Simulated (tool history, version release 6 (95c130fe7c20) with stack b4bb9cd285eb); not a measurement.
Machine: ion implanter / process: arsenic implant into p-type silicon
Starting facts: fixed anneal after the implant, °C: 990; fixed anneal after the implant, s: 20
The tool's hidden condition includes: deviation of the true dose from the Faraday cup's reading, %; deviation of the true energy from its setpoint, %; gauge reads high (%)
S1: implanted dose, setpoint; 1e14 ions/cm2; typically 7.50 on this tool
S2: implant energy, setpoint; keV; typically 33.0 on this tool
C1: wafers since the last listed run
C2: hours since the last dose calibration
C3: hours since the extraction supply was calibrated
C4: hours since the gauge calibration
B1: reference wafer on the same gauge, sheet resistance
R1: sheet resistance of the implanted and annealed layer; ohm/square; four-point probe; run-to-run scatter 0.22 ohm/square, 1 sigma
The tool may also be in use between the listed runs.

| run | day | S1 | S2 | C1 | C2 | C3 | C4 | B1 | R1 |
|---|---|---|---|---|---|---|---|---|---|
| 1 | 0.000 | 7.50 | 33.0 | 0 | 864.0 | 3033.6 | 103.0 | 136.00 | 143.27 |
| 2 | 1.683 | 7.50 | 33.0 | 990 | 904.4 | 3074.0 | 143.4 | 136.04 | 143.28 |
| 3 | 4.342 | 7.50 | 33.0 | 1563 | 968.2 | 3137.8 | 207.2 | 135.97 | 143.62 |
| 4 | 7.129 | 7.50 | 33.0 | 1639 | 1035.1 | 3204.7 | 274.1 | 135.97 | 143.79 |
| 5 | 9.442 | 7.50 | 33.0 | 1360 | 1090.6 | 3260.2 | 329.6 | 136.00 | 143.24 |
| 6 | 12.133 | 6.19 | 25.5 | 1583 | 1155.2 | 3324.8 | 394.2 | 136.00 | 173.15 |
| 7 | 14.992 | 6.19 | 25.5 | 1681 | 1223.8 | 3393.4 | 462.8 | 135.98 | 173.35 |
| 8 | 17.283 | 6.19 | 25.5 | 1347 | 1278.8 | 3448.4 | 517.8 | 136.01 | 172.84 |
| 9 | 19.621 | 7.50 | 33.0 | 1374 | 1334.9 | 3504.5 | 573.9 | 136.00 | 143.32 |
| 10 | 20.712 | 7.50 | 33.0 | 642 | 1361.1 | 3530.7 | 600.1 | 135.99 | 142.87 |
| 11 | 21.833 | 7.50 | 33.0 | 659 | 1388.0 | 3557.6 | 627.0 | 135.99 | 143.12 |
|  | 23.729 | extraction supply calibrated |
| 12 | 23.750 | 8.56 | 30.0 | 931 | 1434.0 | 0.5 | 673.0 | 135.97 | 133.96 |
| 13 | 26.575 | 7.50 | 33.0 | 1661 | 1501.8 | 68.3 | 740.8 | 135.97 | 143.41 |
| 14 | 29.271 | 7.50 | 43.0 | 1585 | 1566.5 | 133.0 | 805.5 | 136.03 | 136.21 |
| 15 | 30.967 | 9.48 | 42.5 | 997 | 1607.2 | 173.7 | 846.2 | 135.99 | 115.32 |
|  | 31.688 | Faraday cup replaced and dose calibrated |
| 16 | 32.388 | 7.50 | 33.0 | 639 | 16.8 | 207.8 | 880.3 | 135.99 | 144.82 |
|  | 35.662 | gauge calibrated |
| 17 | 38.308 | 6.51 | 28.0 | 3482 | 158.9 | 349.9 | 63.5 | 135.98 | 165.54 |
| 18 | 40.046 | 9.03 | 23.5 | 1021 | 200.6 | 391.6 | 105.2 | 135.99 | 139.24 |
| 19 | 41.079 | 5.28 | 44.0 | 607 | 225.4 | 416.4 | 130.0 | 136.01 | 179.68 |
| 20 | 43.833 | 7.50 | 33.0 | 1619 | 291.5 | 482.5 | 196.1 | 136.02 | 144.23 |
| 21 | 45.517 | 9.29 | 41.0 | 990 | 331.9 | 522.9 | 236.5 | 136.03 | 118.63 |
| 22 | 47.183 | 6.48 | 33.0 | 980 | 371.9 | 562.9 | 276.5 | 136.02 | 161.03 |
| 23 | 55.929 | 7.50 | 33.0 | 5143 | 581.8 | 772.8 | 486.4 | 136.00 | 144.21 |
| 24 | 57.092 | 8.34 | 23.0 | 683 | 609.7 | 800.7 | 514.3 | 136.02 | 146.19 |
| 25 | 58.342 | 6.41 | 36.0 | 735 | 639.7 | 830.7 | 544.3 | 136.02 | 159.58 |

What if the next run were any one of these 4? Each begins from the tool's condition after run 25:
| A | 58.358 | 7.50 | 43.5 | 9 | 640.1 | 831.1 | 544.7 | ? | ? |
| B | 58.358 | 7.50 | 39.0 | 9 | 640.1 | 831.1 | 544.7 | ? | ? |
| C | 58.358 | 9.12 | 36.0 | 9 | 640.1 | 831.1 | 544.7 | ? | ? |
| D | 58.358 | 9.35 | 39.0 | 9 | 640.1 | 831.1 | 544.7 | ? | ? |

| run | B1 | R1 |
|---|---|---|
| A | 136.04 | 136.24 |
| B | 136.04 | 138.96 |
| C | 136.04 | 122.92 |
| D | 136.04 | 118.64 |
The same runs, with their run-to-run variation unchanged, on a tool lacking any hidden condition would have given:
| run | R1 |
|---|---|
| A | 137.28 |
| B | 140.00 |
| C | 123.74 |
| D | 119.43 |
